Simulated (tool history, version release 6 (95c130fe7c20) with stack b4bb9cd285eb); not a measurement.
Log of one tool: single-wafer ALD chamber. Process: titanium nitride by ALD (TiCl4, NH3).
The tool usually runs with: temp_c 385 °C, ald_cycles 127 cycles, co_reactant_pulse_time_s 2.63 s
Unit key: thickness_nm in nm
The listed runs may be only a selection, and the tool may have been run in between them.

| run | hour | temp_c | ald_cycles | co_reactant_pulse_time_s | read-back reference wafer on the same gauge, thickness_nm | thickness_nm |
|---|---|---|---|---|---|---|
| 1 | 0 | 385 | 127 | 2.63 | 2.9 | 2.577 |
| 2 | 36.9 | 385 | 127 | 2.63 | 2.897 | 2.568 |
| 3 | 69.9 | 385 | 127 | 2.63 | 2.893 | 2.574 |
| 4 | 95.4 | 385 | 127 | 2.63 | 2.893 | 2.581 |
| 5 | 139.7 | 385 | 127 | 2.63 | 2.89 | 2.57 |
| 6 | 168.4 | 385 | 127 | 2.63 | 2.888 | 2.579 |
| 7 | 196 | 385 | 127 | 2.63 | 2.887 | 2.574 |
| 8 | 227 | 385 | 127 | 2.63 | 2.884 | 2.57 |
| 9 | 262 | 385 | 127 | 2.63 | 2.882 | 2.572 |
| 10 | 319.5 | 385 | 127 | 2.63 | 2.877 | 2.565 |
| 11 | 379 | 395 | 127 | 2.63 | 2.872 | 2.589 |
| 12 | 410.3 | 395 | 127 | 2.63 | 2.867 | 2.594 |
|  | 423.3 | gauge calibrated |
| 13 | 462.1 | 385 | 144 | 2.63 | 2.918 | 2.934 |
| 14 | 509.7 | 385 | 127 | 2.12 | 2.916 | 2.561 |
|  | 531.8 | showerhead replaced |
| 15 | 591.1 | 385 | 119 | 3.41 | 2.916 | 2.458 |
| 16 | 622.5 | 385 | 127 | 2.63 | 2.914 | 2.6 |
| 17 | 687.3 | 378 | 134 | 2.63 | 2.917 | 2.724 |
| 18 | 715.9 | 389 | 127 | 2.63 | 2.915 | 2.604 |
|  | 770 | thermocouple changed; heater temperature recalibrated |
| 19 | 779.7 | 385 | 127 | 2.63 | 2.912 | 2.591 |
| 20 | 849.6 | 398 | 150 | 2.63 | 2.911 | 3.093 |
| 21 | 921.2 | 385 | 127 | 2.63 | 2.908 | 2.589 |
| 22 | 986.5 | 385 | 127 | 2.63 | 2.906 | 2.597 |
| 23 | 1040.8 | 373 | 115 | 2.03 | 2.906 | 2.291 |

What does the tool deliver on the next run?
| 24 | 1071.1 | 372 | 127 | 2.11 | ? | ? |

Run 24 gave read-back reference wafer on the same gauge, thickness_nm 2.904, thickness_nm 2.521 nm.
Were there no unlogged condition in the tool, this run, its random variation unchanged, would have produced thickness_nm 2.535 nm.

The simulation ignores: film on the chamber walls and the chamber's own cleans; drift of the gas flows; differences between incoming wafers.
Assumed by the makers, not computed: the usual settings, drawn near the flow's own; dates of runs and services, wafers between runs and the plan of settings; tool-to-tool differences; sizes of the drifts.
